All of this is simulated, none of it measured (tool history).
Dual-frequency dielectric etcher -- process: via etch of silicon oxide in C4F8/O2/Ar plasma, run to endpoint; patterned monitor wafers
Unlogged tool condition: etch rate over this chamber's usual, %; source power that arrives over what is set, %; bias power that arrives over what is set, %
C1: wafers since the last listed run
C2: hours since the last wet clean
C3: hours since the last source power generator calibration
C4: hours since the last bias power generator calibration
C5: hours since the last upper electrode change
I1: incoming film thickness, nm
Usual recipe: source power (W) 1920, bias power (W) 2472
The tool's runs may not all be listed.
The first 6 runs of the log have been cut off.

{"run": 7, "hour": 78.9, "source power (W)": 1720, "bias power (W)": 2472, "C1": 55, "C2": 597.3, "C3": 2496.0, "C4": 2698.2, "C5": 5228.0, "I1": 1394.3, "endpoint time (s)": 265.0}
{"hour": 112.8, "done": "wet clean of the chamber"}
{"run": 8, "hour": 113.3, "source power (W)": 1720, "bias power (W)": 2472, "C1": 82, "C2": 0.5, "C3": 2530.4, "C4": 2732.6, "C5": 5262.4, "I1": 1384.7, "endpoint time (s)": 265.3}
{"run": 9, "hour": 113.7, "source power (W)": 1920, "bias power (W)": 2472, "C1": 3, "C2": 0.9, "C3": 2530.8, "C4": 2733.0, "C5": 5262.8, "I1": 1383.6, "endpoint time (s)": 254.1}
{"run": 10, "hour": 121.0, "source power (W)": 1920, "bias power (W)": 2472, "C1": 57, "C2": 8.2, "C3": 2538.1, "C4": 2740.3, "C5": 5270.1, "I1": 1394.3, "endpoint time (s)": 256.0}
{"run": 11, "hour": 130.2, "source power (W)": 1920, "bias power (W)": 2472, "C1": 72, "C2": 17.4, "C3": 2547.3, "C4": 2749.5, "C5": 5279.3, "I1": 1383.0, "endpoint time (s)": 255.1}
{"hour": 141.6, "done": "source power generator calibrated"}
{"run": 12, "hour": 147.3, "source power (W)": 1560, "bias power (W)": 2071, "C1": 103, "C2": 34.5, "C3": 5.7, "C4": 2766.6, "C5": 5296.4, "I1": 1390.8, "endpoint time (s)": 292.7}
{"run": 13, "hour": 154.3, "source power (W)": 1560, "bias power (W)": 2071, "C1": 55, "C2": 41.5, "C3": 12.7, "C4": 2773.6, "C5": 5303.4, "I1": 1383.9, "endpoint time (s)": 292.1}
{"run": 14, "hour": 171.6, "source power (W)": 1920, "bias power (W)": 2829, "C1": 137, "C2": 58.8, "C3": 30.0, "C4": 2790.9, "C5": 5320.7, "I1": 1404.1, "endpoint time (s)": 249.0}
{"run": 15, "hour": 178.5, "source power (W)": 1920, "bias power (W)": 2829, "C1": 54, "C2": 65.7, "C3": 36.9, "C4": 2797.8, "C5": 5327.6, "I1": 1405.7, "endpoint time (s)": 248.3}
{"run": 16, "hour": 188.5, "source power (W)": 1610, "bias power (W)": 3060, "C1": 79, "C2": 75.7, "C3": 46.9, "C4": 2807.8, "C5": 5337.6, "I1": 1386.0, "endpoint time (s)": 259.3}
{"run": 17, "hour": 204.3, "source power (W)": 1920, "bias power (W)": 2472, "C1": 125, "C2": 91.5, "C3": 62.7, "C4": 2823.6, "C5": 5353.4, "I1": 1394.1, "endpoint time (s)": 255.9}
{"run": 18, "hour": 251.9, "source power (W)": 2350, "bias power (W)": 2472, "C1": 377, "C2": 139.1, "C3": 110.3, "C4": 2871.2, "C5": 5401.0, "I1": 1375.1, "endpoint time (s)": 230.7}
{"hour": 258.8, "done": "bias power generator calibrated"}
{"run": 19, "hour": 264.2, "source power (W)": 2080, "bias power (W)": 3076, "C1": 65, "C2": 151.4, "C3": 122.6, "C4": 5.4, "C5": 5413.3, "I1": 1390.4, "endpoint time (s)": 231.4}

Expected results for the next run?
{"run": 20, "hour": 271.6, "source power (W)": 1920, "bias power (W)": 2164, "C1": 58, "C2": 158.8, "C3": 130.0, "C4": 12.8, "C5": 5420.7, "I1": 1386.5, "endpoint time (s)": "?"}

{"run 20": {"endpoint time (s)": 261.1}}
The same run, on a tool lacking any hidden state, would have yielded endpoint time (s) 262.4.
